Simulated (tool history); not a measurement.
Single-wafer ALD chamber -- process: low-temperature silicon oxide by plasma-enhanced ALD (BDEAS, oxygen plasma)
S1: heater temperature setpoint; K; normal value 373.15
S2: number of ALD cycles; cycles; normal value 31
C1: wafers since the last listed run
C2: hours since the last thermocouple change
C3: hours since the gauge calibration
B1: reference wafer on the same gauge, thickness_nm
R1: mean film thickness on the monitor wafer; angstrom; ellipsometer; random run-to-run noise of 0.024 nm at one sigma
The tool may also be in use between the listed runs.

run 1 hour=0 | S1=373.15 S2=31 | C1=0 C2=340.3 C3=84.1 | B1=3.882 | R1=47.92
run 2 hour=101.7 | S1=377.15 S2=31 | C1=799 C2=442 C3=185.8 | B1=3.895 | R1=48.29
run 3 hour=162.8 | S1=377.15 S2=31 | C1=480 C2=503.1 C3=246.9 | B1=3.89 | R1=47.74
run 4 hour=241.7 | S1=377.15 S2=31 | C1=620 C2=582 C3=325.8 | B1=3.9 | R1=48.14
run 5 hour=328.9 | S1=373.15 S2=31 | C1=685 C2=669.2 C3=413 | B1=3.897 | R1=48.41
run 6 hour=427.4 | S1=384.15 S2=31 | C1=774 C2=767.7 C3=511.5 | B1=3.908 | R1=47.15
run 7 hour=463.9 | S1=384.15 S2=31 | C1=287 C2=804.2 C3=548 | B1=3.901 | R1=47.23
run 8 hour=566.6 | S1=373.15 S2=31 | C1=807 C2=906.9 C3=650.7 | B1=3.915 | R1=48.61
run 9 hour=618.5 | S1=373.15 S2=31 | C1=408 C2=958.8 C3=702.6 | B1=3.903 | R1=48.37
run 10 hour=693.4 | S1=373.15 S2=31 | C1=589 C2=1033.7 C3=777.5 | B1=3.909 | R1=48.34
run 11 hour=753.6 | S1=373.15 S2=31 | C1=473 C2=1093.9 C3=837.7 | B1=3.913 | R1=48.24
-- hour=800.9 thermocouple changed; heater temperature recalibrated
run 12 hour=807.8 | S1=373.15 S2=34 | C1=363 C2=6.9 C3=891.9 | B1=3.918 | R1=52.85
run 13 hour=887.2 | S1=373.15 S2=31 | C1=624 C2=86.3 C3=971.3 | B1=3.923 | R1=48.76
run 14 hour=949.6 | S1=373.15 S2=31 | C1=490 C2=148.7 C3=1033.7 | B1=3.921 | R1=48.71
run 15 hour=1042.9 | S1=367.15 S2=31 | C1=733 C2=242 C3=1127 | B1=3.928 | R1=49.92
run 16 hour=1137.4 | S1=368.15 S2=26 | C1=743 C2=336.5 C3=1221.5 | B1=3.931 | R1=41.28
run 17 hour=1200.5 | S1=378.15 S2=35 | C1=496 C2=399.6 C3=1284.6 | B1=3.936 | R1=54.41
run 18 hour=1268.3 | S1=365.15 S2=28 | C1=533 C2=467.4 C3=1352.4 | B1=3.931 | R1=45.43
run 19 hour=1373.2 | S1=380.15 S2=33 | C1=825 C2=572.3 C3=1457.3 | B1=3.946 | R1=51.08
run 20 hour=1436.1 | S1=366.15 S2=36 | C1=494 C2=635.2 C3=1520.2 | B1=3.938 | R1=58.38
run 21 hour=1657.3 | S1=364.15 S2=29 | C1=1739 C2=856.4 C3=1741.4 | B1=3.953 | R1=47.08
run 22 hour=1703.7 | S1=373.15 S2=36 | C1=364 C2=902.8 C3=1787.8 | B1=3.953 | R1=56.86
run 23 hour=1787.1 | S1=373.15 S2=31 | C1=655 C2=986.2 C3=1871.2 | B1=3.954 | R1=49.45
run 24 hour=1863.8 | S1=379.15 S2=31 | C1=603 C2=1062.9 C3=1947.9 | B1=3.963 | R1=48.55
-- hour=1912.5 thermocouple changed; heater temperature recalibrated
run 25 hour=1930.6 | S1=360.15 S2=35 | C1=462 C2=18.1 C3=2014.7 | B1=3.964 | R1=58.08
run 26 hour=2001.6 | S1=373.15 S2=31 | C1=558 C2=89.1 C3=2085.7 | B1=3.971 | R1=49.23
run 27 hour=2081.9 | S1=373.15 S2=31 | C1=631 C2=169.4 C3=2166 | B1=3.968 | R1=49.48
-- hour=2119.7 gauge calibrated
run 28 hour=2163.7 | S1=359.15 S2=36 | C1=643 C2=251.2 C3=44 | B1=3.896 | R1=58.66
run 29 hour=2254.2 | S1=373.15 S2=31 | C1=711 C2=341.7 C3=134.5 | B1=3.899 | R1=48.35
run 30 hour=2346.6 | S1=373.15 S2=31 | C1=726 C2=434.1 C3=226.9 | B1=3.905 | R1=48.23
run 31 hour=2667.9 | S1=361.15 S2=28 | C1=2526 C2=755.4 C3=548.2 | B1=3.914 | R1=46.27

State the hidden condition of the tool at each of the runs:
wafer temperature above the value expected at the setpoint (K): 0 at every run
H1: gauge reads high (%)
run=1 H1=-0.0571
run=2 H1=0.045
run=3 H1=0.106
run=4 H1=0.186
run=5 H1=0.273
run=6 H1=0.372
run=7 H1=0.409
run=8 H1=0.512
run=9 H1=0.564
run=10 H1=0.639
run=11 H1=0.7
run=12 H1=0.754
run=13 H1=0.834
run=14 H1=0.896
run=15 H1=0.99
run=16 H1=1.08
run=17 H1=1.15
run=18 H1=1.22
run=19 H1=1.32
run=20 H1=1.38
run=21 H1=1.61
run=22 H1=1.65
run=23 H1=1.74
run=24 H1=1.81
run=25 H1=1.88
run=26 H1=1.95
run=27 H1=2.03
run=28 H1=0.16
run=29 H1=0.251
run=30 H1=0.344
run=31 H1=0.666
